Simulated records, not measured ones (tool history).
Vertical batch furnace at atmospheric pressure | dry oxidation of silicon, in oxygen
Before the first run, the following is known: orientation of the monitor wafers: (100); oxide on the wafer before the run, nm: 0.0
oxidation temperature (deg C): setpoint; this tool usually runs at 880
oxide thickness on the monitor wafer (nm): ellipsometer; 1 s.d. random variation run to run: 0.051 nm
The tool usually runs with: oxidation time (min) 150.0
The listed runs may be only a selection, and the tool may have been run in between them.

| run | hour | oxidation temperature (deg C) | oxidation time (min) | wafers since the last listed run | hours since the last temperature calibration | hours since the boat lift was adjusted | hours since the gauge calibration | read-back reference wafer on the same gauge, thickness | oxide thickness on the monitor wafer (nm) |
|---|---|---|---|---|---|---|---|---|---|
| 1 | 0.0 | 880 | 150.0 | 0 | 4462.7 | 2483.8 | 294.5 | 26.10 | 28.19 |
| 2 | 12.0 | 880 | 150.0 | 105 | 4474.7 | 2495.8 | 306.5 | 26.12 | 28.20 |
| 3 | 38.4 | 880 | 150.0 | 231 | 4501.1 | 2522.2 | 332.9 | 26.10 | 28.19 |
| 4 | 54.8 | 875 | 150.0 | 143 | 4517.5 | 2538.6 | 349.3 | 26.10 | 26.74 |
| 5 | 75.7 | 875 | 150.0 | 183 | 4538.4 | 2559.5 | 370.2 | 26.10 | 26.68 |
| 6 | 90.2 | 875 | 150.0 | 127 | 4552.9 | 2574.0 | 384.7 | 26.09 | 26.62 |
| 7 | 118.5 | 867 | 150.0 | 248 | 4581.2 | 2602.3 | 413.0 | 26.11 | 24.40 |
| 8 | 134.8 | 867 | 150.0 | 143 | 4597.5 | 2618.6 | 429.3 | 26.08 | 24.46 |
| 9 | 161.4 | 880 | 150.0 | 233 | 4624.1 | 2645.2 | 455.9 | 26.08 | 28.09 |
| 10 | 174.5 | 880 | 150.0 | 114 | 4637.2 | 2658.3 | 469.0 | 26.10 | 28.16 |
| 11 | 188.0 | 889 | 150.0 | 118 | 4650.7 | 2671.8 | 482.5 | 26.08 | 30.95 |
|  | 212.7 | boat lift adjusted |
| 12 | 214.0 | 880 | 150.0 | 17 | 4676.7 | 1.3 | 508.5 | 26.10 | 29.44 |
| 13 | 231.6 | 880 | 150.0 | 154 | 4694.3 | 18.9 | 526.1 | 26.09 | 29.41 |
| 14 | 291.7 | 880 | 150.0 | 527 | 4754.4 | 79.0 | 586.2 | 26.09 | 29.34 |
|  | 301.5 | gauge calibrated |
| 15 | 308.4 | 880 | 150.0 | 146 | 4771.1 | 95.7 | 6.9 | 26.12 | 29.37 |
|  | 341.5 | thermocouples replaced and temperature profile calibrated |
| 16 | 342.0 | 902 | 204.5 | 84 | 0.5 | 129.3 | 40.5 | 26.09 | 46.13 |
| 17 | 348.9 | 861 | 150.0 | 60 | 7.4 | 136.2 | 47.4 | 26.11 | 23.90 |
| 18 | 370.1 | 880 | 150.0 | 185 | 28.6 | 157.4 | 68.6 | 26.09 | 29.39 |
| 19 | 396.9 | 858 | 126.0 | 235 | 55.4 | 184.2 | 95.4 | 26.10 | 20.67 |
| 20 | 408.4 | 880 | 206.0 | 100 | 66.9 | 195.7 | 106.9 | 26.09 | 36.40 |
| 21 | 418.8 | 891 | 175.5 | 91 | 77.3 | 206.1 | 117.3 | 26.09 | 36.74 |
| 22 | 443.4 | 880 | 150.0 | 215 | 101.9 | 230.7 | 141.9 | 26.08 | 29.36 |
| 23 | 496.1 | 880 | 150.0 | 462 | 154.6 | 283.4 | 194.6 | 26.10 | 29.44 |
| 24 | 512.4 | 871 | 213.0 | 143 | 170.9 | 299.7 | 210.9 | 26.10 | 33.59 |
| 25 | 528.1 | 896 | 216.5 | 137 | 186.6 | 315.4 | 226.6 | 26.11 | 44.91 |
| 26 | 538.3 | 880 | 150.0 | 89 | 196.8 | 325.6 | 236.8 | 26.10 | 29.33 |
| 27 | 558.7 | 858 | 204.5 | 178 | 217.2 | 346.0 | 257.2 | 26.09 | 28.37 |
| 28 | 578.8 | 880 | 202.0 | 176 | 237.3 | 366.1 | 277.3 | 26.09 | 35.76 |

4 options for the next run, each taken on its own from the tool as it stands now. Forecast them:
| A | 585.9 | 880 | 93.0 | 62 | 244.4 | 373.2 | 284.4 | ? | ? |
| B | 585.9 | 887 | 113.5 | 62 | 244.4 | 373.2 | 284.4 | ? | ? |
| C | 585.9 | 900 | 150.0 | 62 | 244.4 | 373.2 | 284.4 | ? | ? |
| D | 585.9 | 860 | 214.0 | 62 | 244.4 | 373.2 | 284.4 | ? | ? |

| run | read-back reference wafer on the same gauge, thickness | oxide thickness on the monitor wafer (nm) |
|---|---|---|
| A | 26.12 | 21.33 |
| B | 26.12 | 26.17 |
| C | 26.12 | 36.17 |
| D | 26.12 | 29.80 |
The same runs, with their run-to-run variation unchanged, on a tool lacking any hidden condition would have given:
| run | oxide thickness on the monitor wafer (nm) |
|---|---|
| A | 21.47 |
| B | 26.34 |
| C | 36.41 |
| D | 30.01 |

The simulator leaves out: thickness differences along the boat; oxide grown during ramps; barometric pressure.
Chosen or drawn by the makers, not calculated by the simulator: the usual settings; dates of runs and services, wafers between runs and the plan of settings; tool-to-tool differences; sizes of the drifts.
